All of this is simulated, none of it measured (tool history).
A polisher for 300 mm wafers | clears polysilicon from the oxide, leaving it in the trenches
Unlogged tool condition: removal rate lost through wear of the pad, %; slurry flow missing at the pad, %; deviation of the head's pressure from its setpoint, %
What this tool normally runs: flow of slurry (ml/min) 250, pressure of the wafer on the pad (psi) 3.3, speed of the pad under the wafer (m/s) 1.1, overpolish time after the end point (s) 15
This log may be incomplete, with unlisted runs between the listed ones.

run	hour	flow of slurry (ml/min)	pressure of the wafer on the pad (psi)	speed of the pad under the wafer (m/s)	overpolish time after the end point (s)	wafers since the last listed run	wafers polished on this pad	hours since the slurry nozzle was cleaned	hours since the head pressure was calibrated	incoming thickness of the incoming film, nm	time until the end point was called (s)
1	0	250	3.3	1.24	15	0	7	317.1	1071.3	591.2	30.7
2	9.2	310	3.3	1.1	15	135	143	326.3	1080.5	590.1	33.4
3	26.4	310	3.3	1.1	15	253	396	343.5	1097.7	578.8	32.7
4	36.2	250	3.3	1.1	15	144	541	353.3	1107.5	585.2	33.3
5	46.1	250	3.3	1.1	15	145	687	363.2	1117.4	578.5	33.5
6	60.6	250	3.3	1.1	12	213	900	377.7	1131.9	586.7	34.4
7	69.7	250	3.3	1.1	12	134	1035	386.8	1141	590.2	34.2
8	83.1	250	3.3	1.1	15	197	1232	400.2	1154.4	601.9	34.9
9	90.5	250	3.3	1.1	15	109	1341	407.6	1161.8	589.6	34.3
# hour 98.8: worn pad replaced by a new one
10	99.9	250	3.3	1.1	15	79	15	417	1171.2	585.4	33.6
11	112	250	3.3	1.1	15	178	194	429.1	1183.3	603.6	34.7
12	127	165	2.3	1.1	15	221	415	444.1	1198.3	587	49.2
13	139.6	250	2.3	0.76	18	185	600	456.7	1210.9	590.1	68.3
14	146.9	250	3.3	1.1	10	107	708	464	1218.2	597.6	34.3
15	164.4	250	3.3	1.1	15	257	966	481.5	1235.7	593.9	34.7
16	180.4	225	3.3	1.26	10	235	1202	497.5	1251.7	597	30.8
# hour 196.5: worn pad replaced by a new one
# hour 197.4: slurry nozzle cleaned
17	197.9	295	3.9	1.44	15	185	7	0.5	1269.2	591.9	21
18	210.7	250	3.3	1.1	15	188	195	13.3	1282	595.5	32.7
19	218.3	250	3.3	1.1	15	112	307	20.9	1289.6	588	32
20	224.6	250	3.3	1.1	15	92	400	27.2	1295.9	594.6	32.5
21	230.9	225	3.3	0.74	8	92	493	33.5	1302.2	578.1	47.5
22	240	250	3.3	1.1	15	134	627	42.6	1311.3	591.3	32.4
23	256.6	170	3.3	1.2	13	244	872	59.2	1327.9	598	30.6
24	273.5	250	3.3	1.1	15	249	1121	76.1	1344.8	591.6	32.6
# hour 276.4: head pressure recalibrated
25	282.8	330	2.9	1.1	15	107	1229	85.4	6.4	583.4	38
26	297.7	250	3.3	1.1	15	219	1449	100.3	21.3	589.4	36
# hour 312.1: worn pad replaced by a new one
27	315.4	335	2.3	1.38	15	201	48	118	39	599.7	39
28	329.7	250	3.3	1.1	8	210	259	132.3	53.3	587.1	35.3
29	343.1	250	2.4	1.1	15	197	457	145.7	66.7	589.2	47.3
30	360.1	185	2.8	1.1	8	250	707	162.7	83.7	598.7	43
31	367.2	250	3.7	1.1	15	104	812	169.8	90.8	578.7	31.2
32	379	250	3.3	1.1	15	173	986	181.6	102.6	593.9	35.6
33	392.7	250	3.3	1.1	10	201	1188	195.3	116.3	594.8	36.3
34	399.9	250	4.1	1.1	15	106	1294	202.5	123.5	584.1	28.6

What if the next run were any one of these 5? Each begins from the tool's condition after run 34:
A	400.3	250	3.3	1.3	15	5	1300	202.9	123.9	591.8	?
B	400.3	165	3.7	0.8	9	5	1300	202.9	123.9	591.8	?
C	400.3	190	2.8	1.4	20	5	1300	202.9	123.9	591.8	?
D	400.3	335	3.3	1.1	15	5	1300	202.9	123.9	591.8	?
E	400.3	295	2.5	1.44	17	5	1300	202.9	123.9	591.8	?

run	time until the end point was called (s)
A	29.8
B	45.3
C	33.1
D	34.4
E	34.3
Take away the tool's hidden state, keep each run's random variation, and the runs would have read:
run	time until the end point was called (s)
A	30
B	45.2
C	33.1
D	34.7
E	34.5
